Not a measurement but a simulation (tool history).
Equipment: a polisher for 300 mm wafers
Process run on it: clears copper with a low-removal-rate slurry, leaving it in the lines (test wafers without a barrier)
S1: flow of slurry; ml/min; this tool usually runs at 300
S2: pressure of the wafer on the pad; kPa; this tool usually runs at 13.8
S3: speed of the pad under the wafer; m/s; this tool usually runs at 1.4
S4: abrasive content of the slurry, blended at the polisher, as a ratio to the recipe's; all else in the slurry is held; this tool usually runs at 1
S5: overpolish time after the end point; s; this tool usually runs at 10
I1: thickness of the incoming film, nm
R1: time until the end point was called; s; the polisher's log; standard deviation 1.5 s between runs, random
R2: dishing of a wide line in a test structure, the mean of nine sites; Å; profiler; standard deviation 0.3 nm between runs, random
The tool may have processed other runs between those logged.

run   hour   S1    S2    S3    S4  S5     I1     R1   R2
  1      0  335  13.8   1.4     1  10  368.2  107.2  233
  2   14.9  300  13.8   1.4     1  10  365.4  110.3  235
  3   27.5  300  13.8   1.4     1   6  369.8  110.7  146
  4   42.8  300  13.8   1.4     1   6  372.1  113.8  147
      80.4  -- worn pad replaced by a new one
  5   84.2  300  13.8   1.4     1   6  373.3  113.8  148
  6   95.2  300  13.8   1.4     1  10  364.8    110  226
  7  112.6  300  13.8   1.4     1  10  366.1  108.6  229
  8  129.6  300  13.8   1.4     1  10  362.6  107.6  232
  9  141.9  300  13.8   1.4     1  10  364.9  110.4  233
 10  153.7  300  13.8   1.4     1  10  363.7  105.4  234
     169.5  -- worn pad replaced by a new one
 11    170  300  13.8   1.4     1  10  363.8  108.3  231
 12  176.1  300  13.8   1.4     1  10    367  111.3  231
 13  189.5  300  10.3   1.4     1   7  375.4    144  133
 14  213.2  300  13.8   1.4     1  10  374.1  113.4  226
     215.5  -- slurry nozzle cleaned
 15  222.1  300  13.8   1.4     1  10  366.8  109.8  227
       231  -- head pressure recalibrated
 16  231.5  260  13.8  1.84   1.2  13  376.1   86.3  356
     241.6  -- slurry blender recalibrated
 17  242.1  300  13.8  1.64     1  10  370.8   95.4  255
 18  250.4  300  13.8   1.4     1   7  370.8  113.5  171
 19  264.4  300  13.8   1.4     1  10  368.5    112  230
       275  -- worn pad replaced by a new one
 20  284.7  300  16.5   1.4     1   6  375.1   93.2  172
 21  292.5  300  13.8  1.84  1.25  10  367.8   82.7  307
 22  304.9  300  13.8  1.06   1.2  15  368.2    129  282
 23  315.7  205  15.9   1.4   1.3   5  369.3   92.9  143
 24  321.8  240  18.6  0.98     1  13  374.2  115.9  284
 25  348.3  300  13.8   1.7     1  10  374.5   94.8  270
 26  361.9  300  13.8   1.4     1  10    377  113.3  231
     384.2  -- worn pad replaced by a new one
 27  412.7  300  13.8  1.14     1  10    370  129.5  202
 28  428.2  245  13.8  1.08  0.75   6  377.2  152.4  112

5 ways to go on from here, each from the tool as it stands after run 28. What would each give?
  A  428.7  300  13.8  1.4    1  10  367.3   ?   ?
  B  428.7  370  11.7  1.4  1.1   5  367.3   ?   ?
  C  428.7  260  15.2  1.4    1  10  367.3   ?   ?
  D  428.7  300  18.6    1    1  10  367.3   ?   ?
  E  428.7  300  13.8  1.4    1   5  367.3   ?   ?

run     R1   R2
  A  110.1  230
  B  122.1  112
  C  102.3  246
  D  109.2  234
  E  110.1  123
Had the tool no hidden state, the same runs would have come out as:
run     R1   R2
  A  110.1  230
  B  122.1  112
  C  102.3  246
  D  109.2  234
  E  110.1  123

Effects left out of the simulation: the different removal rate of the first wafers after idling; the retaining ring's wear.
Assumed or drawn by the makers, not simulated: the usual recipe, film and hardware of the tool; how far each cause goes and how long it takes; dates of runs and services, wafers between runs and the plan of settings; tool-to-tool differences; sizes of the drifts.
